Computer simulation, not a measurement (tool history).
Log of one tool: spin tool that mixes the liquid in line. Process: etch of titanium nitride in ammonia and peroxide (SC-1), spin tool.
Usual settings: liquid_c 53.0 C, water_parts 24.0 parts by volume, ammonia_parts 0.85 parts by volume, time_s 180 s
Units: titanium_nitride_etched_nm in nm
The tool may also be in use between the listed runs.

run,hour,liquid_c,water_parts,ammonia_parts,time_s,"read-back film thickness of the titanium nitride reference wafer, read on the same gauge (nm)",titanium_nitride_etched_nm
1,0.0,53.0,24.0,0.85,180,80.00,4.98
2,46.9,47.5,24.0,0.85,180,80.01,3.42
3,128.0,53.0,24.0,0.85,180,80.02,4.99
4,189.2,58.0,32.0,0.60,180,80.00,5.62
5,277.7,60.5,32.5,0.65,235,79.98,8.71
6,345.7,53.0,24.0,0.85,180,80.00,5.03
7,383.7,53.0,34.0,1.05,180,80.01,4.28
8,458.7,53.0,24.0,0.85,260,79.97,7.34
9,536.4,53.0,24.0,0.85,180,80.02,5.03
10,603.4,53.0,24.0,0.85,180,80.00,5.03
11,707.2,53.0,24.0,1.15,180,79.99,5.38
12,789.5,44.5,13.5,0.55,130,79.97,2.55
13,843.4,58.5,33.0,1.15,180,79.96,6.40
14,915.1,53.0,15.0,1.05,180,80.02,6.77
15,1098.1,53.0,24.0,0.85,180,79.98,5.12
16,1191.7,53.0,24.0,1.05,180,79.97,5.18
17,1273.5,45.5,24.0,0.85,90,79.99,1.49
18,1325.7,53.0,24.0,0.85,180,80.00,5.12
19,1419.8,53.0,20.0,1.10,260,79.99,8.46
20,1464.4,53.0,24.0,0.85,180,79.99,5.08
21,1535.2,46.5,16.5,0.85,145,80.00,3.15
22,1600.0,57.5,12.5,1.20,180,80.00,10.31
23,1690.9,53.0,13.0,0.65,180,80.00,6.82
24,1740.8,53.0,16.5,0.85,180,79.99,6.15

Not shown: 4 entries that the log had between the listed runs. Between which runs, and how does the tool's hidden state differ before and after?
Between runs 12 and 13: ammonia flow meter replaced (hour 835.4)
  no hidden state differs between the two runs
Between runs 13 and 14: new drum of ammonia solution connected (hour 886.1)
  no hidden state differs between the two runs
Between runs 18 and 19: gauge calibrated (hour 1397.6)
  no hidden state differs between the two runs
Between runs 21 and 22: thermometer replaced (hour 1568.9)
  no hidden state differs between the two runs

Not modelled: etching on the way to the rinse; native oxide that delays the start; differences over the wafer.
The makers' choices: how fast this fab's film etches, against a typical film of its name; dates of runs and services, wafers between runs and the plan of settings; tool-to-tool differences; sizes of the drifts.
